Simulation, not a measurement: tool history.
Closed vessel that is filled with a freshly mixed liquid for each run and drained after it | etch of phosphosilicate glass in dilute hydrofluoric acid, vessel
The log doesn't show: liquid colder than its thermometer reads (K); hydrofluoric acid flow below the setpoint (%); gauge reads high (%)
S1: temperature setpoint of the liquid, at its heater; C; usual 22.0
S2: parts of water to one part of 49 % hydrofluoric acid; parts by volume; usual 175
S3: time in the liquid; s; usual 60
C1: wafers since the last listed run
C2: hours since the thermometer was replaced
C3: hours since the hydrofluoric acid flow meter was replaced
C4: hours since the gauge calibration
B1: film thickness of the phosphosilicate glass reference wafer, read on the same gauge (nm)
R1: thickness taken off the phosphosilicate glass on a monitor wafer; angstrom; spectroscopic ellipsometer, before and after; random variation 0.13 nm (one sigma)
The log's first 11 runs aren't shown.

{"run": 12, "hour": 873.9, "S1": 22.0, "S2": 175, "S3": 60, "C1": 6359, "C2": 2000.1, "C3": 220.0, "C4": 61.0, "B1": 100.02, "R1": 251.7}
{"run": 13, "hour": 978.3, "S1": 22.0, "S2": 175, "S3": 70, "C1": 14186, "C2": 2104.5, "C3": 324.4, "C4": 165.4, "B1": 100.02, "R1": 295.4}
{"run": 14, "hour": 1047.4, "S1": 22.0, "S2": 175, "S3": 70, "C1": 9389, "C2": 2173.6, "C3": 393.5, "C4": 234.5, "B1": 100.03, "R1": 292.2}
{"run": 15, "hour": 1129.1, "S1": 24.0, "S2": 140, "S3": 60, "C1": 11102, "C2": 2255.3, "C3": 475.2, "C4": 316.2, "B1": 99.99, "R1": 350.5}
{"run": 16, "hour": 1203.2, "S1": 23.5, "S2": 145, "S3": 85, "C1": 10069, "C2": 2329.4, "C3": 549.3, "C4": 390.3, "B1": 100.0, "R1": 469.6}
{"run": 17, "hour": 1304.2, "S1": 22.0, "S2": 140, "S3": 60, "C1": 13724, "C2": 2430.4, "C3": 650.3, "C4": 491.3, "B1": 100.0, "R1": 327.4}
{"run": 18, "hour": 1341.4, "S1": 26.5, "S2": 210, "S3": 85, "C1": 5055, "C2": 2467.6, "C3": 687.5, "C4": 528.5, "B1": 99.98, "R1": 332.3}
{"run": 19, "hour": 1383.7, "S1": 18.5, "S2": 90, "S3": 60, "C1": 5748, "C2": 2509.9, "C3": 729.8, "C4": 570.8, "B1": 99.98, "R1": 455.7}

Run 20 comes next. What will it give?
{"hour": 1394.7, "done": "thermometer replaced"}
{"run": 20, "hour": 1487.7, "S1": 22.0, "S2": 115, "S3": 60, "C1": 13996, "C2": 93.0, "C3": 833.8, "C4": 674.8, "B1": "?", "R1": "?"}

Run 20 gave B1 100.00, R1 429.8 angstrom.
Without the tool's hidden state the same run would have given R1 433.8 angstrom.
